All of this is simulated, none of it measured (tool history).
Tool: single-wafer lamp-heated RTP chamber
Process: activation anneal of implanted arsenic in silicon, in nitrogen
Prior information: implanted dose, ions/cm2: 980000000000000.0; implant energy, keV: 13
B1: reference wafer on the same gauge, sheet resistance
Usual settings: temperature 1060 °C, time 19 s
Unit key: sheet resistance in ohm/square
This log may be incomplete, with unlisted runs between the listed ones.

{"run": 1, "hour": 0.0, "temperature": 1060, "time": 19, "B1": 97.79, "sheet resistance": 121.68}
{"hour": 10.6, "done": "pyrometer window cleaned and pyrometer calibrated"}
{"run": 2, "hour": 65.1, "temperature": 1060, "time": 19, "B1": 98.06, "sheet resistance": 121.18}
{"run": 3, "hour": 92.8, "temperature": 1060, "time": 19, "B1": 97.98, "sheet resistance": 121.62}
{"run": 4, "hour": 114.0, "temperature": 1060, "time": 19, "B1": 98.08, "sheet resistance": 122.35}
{"run": 5, "hour": 144.2, "temperature": 1060, "time": 19, "B1": 97.92, "sheet resistance": 121.68}
{"run": 6, "hour": 176.8, "temperature": 1060, "time": 19, "B1": 98.04, "sheet resistance": 121.23}
{"run": 7, "hour": 201.8, "temperature": 1060, "time": 19, "B1": 97.81, "sheet resistance": 121.0}
{"run": 8, "hour": 225.6, "temperature": 1041, "time": 19, "B1": 97.96, "sheet resistance": 127.17}
{"hour": 236.5, "done": "reflector plate cleaned"}
{"run": 9, "hour": 260.1, "temperature": 1041, "time": 19, "B1": 98.0, "sheet resistance": 124.89}
{"run": 10, "hour": 284.9, "temperature": 1060, "time": 19, "B1": 98.19, "sheet resistance": 119.41}
{"run": 11, "hour": 317.4, "temperature": 1060, "time": 19, "B1": 97.96, "sheet resistance": 120.15}
{"hour": 318.3, "done": "gauge calibrated"}
{"run": 12, "hour": 338.9, "temperature": 1071, "time": 25, "B1": 98.04, "sheet resistance": 113.69}
{"hour": 357.4, "done": "reflector plate cleaned, repeated, since the last time left the tool worse"}
{"run": 13, "hour": 357.9, "temperature": 1060, "time": 19, "B1": 97.97, "sheet resistance": 121.84}
{"run": 14, "hour": 387.2, "temperature": 1050, "time": 30, "B1": 98.08, "sheet resistance": 119.04}
{"hour": 419.1, "done": "pyrometer window cleaned and pyrometer calibrated"}
{"run": 15, "hour": 419.6, "temperature": 1060, "time": 19, "B1": 97.95, "sheet resistance": 122.33}
{"run": 16, "hour": 433.3, "temperature": 1060, "time": 12, "B1": 98.03, "sheet resistance": 128.51}
{"run": 17, "hour": 452.9, "temperature": 1071, "time": 25, "B1": 98.02, "sheet resistance": 114.91}
{"run": 18, "hour": 467.8, "temperature": 1039, "time": 14, "B1": 98.19, "sheet resistance": 133.57}
{"run": 19, "hour": 498.4, "temperature": 1048, "time": 10, "B1": 98.06, "sheet resistance": 134.26}
{"run": 20, "hour": 522.8, "temperature": 1069, "time": 19, "B1": 97.89, "sheet resistance": 117.96}
{"run": 21, "hour": 553.5, "temperature": 1060, "time": 19, "B1": 98.1, "sheet resistance": 121.38}
{"run": 22, "hour": 586.0, "temperature": 1043, "time": 25, "B1": 98.17, "sheet resistance": 122.61}

Expected results for the next run?
{"hour": 599.6, "done": "reflector plate cleaned"}
{"run": 23, "hour": 617.1, "temperature": 1060, "time": 19, "B1": "?", "sheet resistance": "?"}

{"run 23": {"B1": 97.85, "sheet resistance": 120.91}}
Had the tool carried no hidden state, the very same run would have given sheet resistance 121.15 ohm/square.
